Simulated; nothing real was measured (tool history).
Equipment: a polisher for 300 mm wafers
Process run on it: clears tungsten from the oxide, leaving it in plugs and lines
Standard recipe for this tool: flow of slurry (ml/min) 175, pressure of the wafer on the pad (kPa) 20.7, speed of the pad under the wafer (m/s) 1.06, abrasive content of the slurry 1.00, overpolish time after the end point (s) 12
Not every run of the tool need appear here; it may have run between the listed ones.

| run | hour | flow of slurry (ml/min) | pressure of the wafer on the pad (kPa) | speed of the pad under the wafer (m/s) | abrasive content of the slurry | overpolish time after the end point (s) | wafers since the last listed run | wafers polished on this pad | hours since the slurry nozzle was cleaned | hours since the head pressure was calibrated | hours since the slurry blender was calibrated | hours since the slurry got fresh peroxide | incoming thickness of the incoming film, nm | time until the end point was called (s) |
|---|---|---|---|---|---|---|---|---|---|---|---|---|---|---|
| 1 | 0.0 | 175 | 16.5 | 1.06 | 0.80 | 12 | 0 | 1185 | 578.7 | 857.0 | 183.1 | 98.4 | 261.6 | 80.9 |
| 2 | 39.9 | 175 | 16.5 | 1.06 | 0.80 | 12 | 318 | 1503 | 618.6 | 896.9 | 223.0 | 138.3 | 257.2 | 79.9 |
|  | 49.0 | slurry blender recalibrated |
|  | 59.1 | worn pad replaced by a new one |
| 3 | 70.1 | 175 | 24.1 | 1.06 | 1.00 | 12 | 193 | 87 | 648.8 | 927.1 | 21.1 | 168.5 | 257.6 | 52.1 |
|  | 92.8 | slurry tank refilled with fresh slurry and peroxide |
| 4 | 100.7 | 175 | 20.7 | 1.06 | 0.90 | 12 | 236 | 323 | 679.4 | 957.7 | 51.7 | 7.9 | 262.1 | 63.7 |
| 5 | 128.9 | 175 | 20.7 | 1.06 | 0.90 | 12 | 225 | 548 | 707.6 | 985.9 | 79.9 | 36.1 | 260.1 | 62.3 |
| 6 | 148.7 | 175 | 20.7 | 1.06 | 0.90 | 12 | 158 | 707 | 727.4 | 1005.7 | 99.7 | 55.9 | 258.2 | 63.0 |
| 7 | 174.8 | 175 | 20.7 | 1.06 | 1.00 | 12 | 208 | 915 | 753.5 | 1031.8 | 125.8 | 82.0 | 260.7 | 63.5 |
| 8 | 191.4 | 175 | 20.7 | 1.06 | 1.00 | 12 | 132 | 1048 | 770.1 | 1048.4 | 142.4 | 98.6 | 262.4 | 62.8 |
|  | 259.9 | slurry blender recalibrated |
|  | 287.9 | worn pad replaced by a new one |
|  | 288.4 | head pressure recalibrated |
| 9 | 297.8 | 175 | 20.7 | 0.82 | 1.00 | 12 | 797 | 74 | 876.5 | 9.4 | 37.9 | 205.0 | 261.8 | 87.8 |
|  | 299.6 | slurry tank refilled with fresh slurry and peroxide |
| 10 | 325.7 | 120 | 25.5 | 1.06 | 1.10 | 6 | 214 | 289 | 904.4 | 37.3 | 65.8 | 26.1 | 263.3 | 62.9 |
|  | 333.3 | slurry nozzle cleaned |
| 11 | 355.9 | 145 | 20.7 | 1.06 | 1.00 | 7 | 233 | 522 | 22.6 | 67.5 | 96.0 | 56.3 | 255.9 | 61.2 |
| 12 | 373.0 | 175 | 20.7 | 1.06 | 1.00 | 15 | 136 | 659 | 39.7 | 84.6 | 113.1 | 73.4 | 260.3 | 59.0 |
| 13 | 478.6 | 175 | 20.7 | 1.26 | 1.15 | 18 | 843 | 1502 | 145.3 | 190.2 | 218.7 | 179.0 | 257.3 | 49.9 |
|  | 484.1 | slurry tank refilled with fresh slurry and peroxide |
|  | 485.0 | slurry blender recalibrated |
|  | 492.1 | worn pad replaced by a new one |
| 14 | 506.9 | 175 | 20.7 | 1.06 | 1.00 | 12 | 178 | 118 | 173.6 | 218.5 | 21.9 | 22.8 | 258.1 | 59.0 |
| 15 | 531.1 | 175 | 26.9 | 1.44 | 1.00 | 12 | 193 | 311 | 197.8 | 242.7 | 46.1 | 47.0 | 262.2 | 34.4 |
| 16 | 553.7 | 175 | 20.7 | 1.16 | 1.00 | 8 | 180 | 491 | 220.4 | 265.3 | 68.7 | 69.6 | 258.5 | 54.3 |
| 17 | 573.8 | 175 | 20.7 | 1.06 | 1.00 | 12 | 160 | 652 | 240.5 | 285.4 | 88.8 | 89.7 | 265.3 | 59.5 |
| 18 | 607.2 | 175 | 20.7 | 1.06 | 0.80 | 12 | 266 | 918 | 273.9 | 318.8 | 122.2 | 123.1 | 258.6 | 60.6 |
| 19 | 623.8 | 175 | 20.7 | 1.06 | 1.00 | 12 | 132 | 1051 | 290.5 | 335.4 | 138.8 | 139.7 | 257.9 | 59.8 |
| 20 | 657.1 | 195 | 20.7 | 1.06 | 0.75 | 12 | 265 | 1317 | 323.8 | 368.7 | 172.1 | 173.0 | 258.1 | 61.7 |
|  | 684.8 | slurry blender recalibrated |
|  | 684.9 | slurry tank refilled with fresh slurry and peroxide |
| 21 | 688.6 | 175 | 18.6 | 1.06 | 0.80 | 15 | 235 | 1552 | 355.3 | 400.2 | 3.8 | 3.7 | 255.0 | 67.5 |
|  | 705.6 | worn pad replaced by a new one |
| 22 | 706.1 | 155 | 24.1 | 1.06 | 1.00 | 12 | 107 | 3 | 372.8 | 417.7 | 21.3 | 21.2 | 260.7 | 52.3 |
| 23 | 719.9 | 155 | 20.7 | 1.06 | 1.00 | 12 | 110 | 114 | 386.6 | 431.5 | 35.1 | 35.0 | 260.6 | 60.8 |
| 24 | 738.4 | 175 | 20.7 | 1.06 | 1.25 | 18 | 147 | 261 | 405.1 | 450.0 | 53.6 | 53.5 | 263.1 | 58.0 |
| 25 | 756.8 | 175 | 20.7 | 1.06 | 1.00 | 12 | 146 | 408 | 423.5 | 468.4 | 72.0 | 71.9 | 257.0 | 58.7 |
| 26 | 787.5 | 175 | 23.4 | 1.06 | 1.25 | 12 | 245 | 653 | 454.2 | 499.1 | 102.7 | 102.6 | 264.2 | 51.6 |

What was the tool's hidden state at every run in the log?
removal rate lost through wear of the pad, %: 0 on each run
abrasive missing from the slurry, %: 0 on each run
peroxide lost from the slurry, %: 0 on each run
H1: slurry flow missing at the pad, %
H2: deviation of the head's pressure from its setpoint, %
| run | H1 | H2 |
|---|---|---|
| 1 | 27.5 | 7.61 |
| 2 | 29.4 | 7.73 |
| 3 | 30.8 | 7.81 |
| 4 | 32.2 | 7.88 |
| 5 | 33.5 | 7.95 |
| 6 | 34.5 | 7.99 |
| 7 | 35.7 | 8.04 |
| 8 | 36.5 | 8.08 |
| 9 | 41.5 | 1.38 |
| 10 | 42.8 | 1.93 |
| 11 | 1.53 | 2.49 |
| 12 | 2.33 | 2.79 |
| 13 | 7.28 | 4.4 |
| 14 | 8.61 | 4.77 |
| 15 | 9.74 | 5.06 |
| 16 | 10.8 | 5.33 |
| 17 | 11.7 | 5.55 |
| 18 | 13.3 | 5.9 |
| 19 | 14.1 | 6.07 |
| 20 | 15.6 | 6.38 |
| 21 | 17.1 | 6.65 |
| 22 | 17.9 | 6.8 |
| 23 | 18.6 | 6.91 |
| 24 | 19.5 | 7.05 |
| 25 | 20.3 | 7.18 |
| 26 | 21.8 | 7.4 |

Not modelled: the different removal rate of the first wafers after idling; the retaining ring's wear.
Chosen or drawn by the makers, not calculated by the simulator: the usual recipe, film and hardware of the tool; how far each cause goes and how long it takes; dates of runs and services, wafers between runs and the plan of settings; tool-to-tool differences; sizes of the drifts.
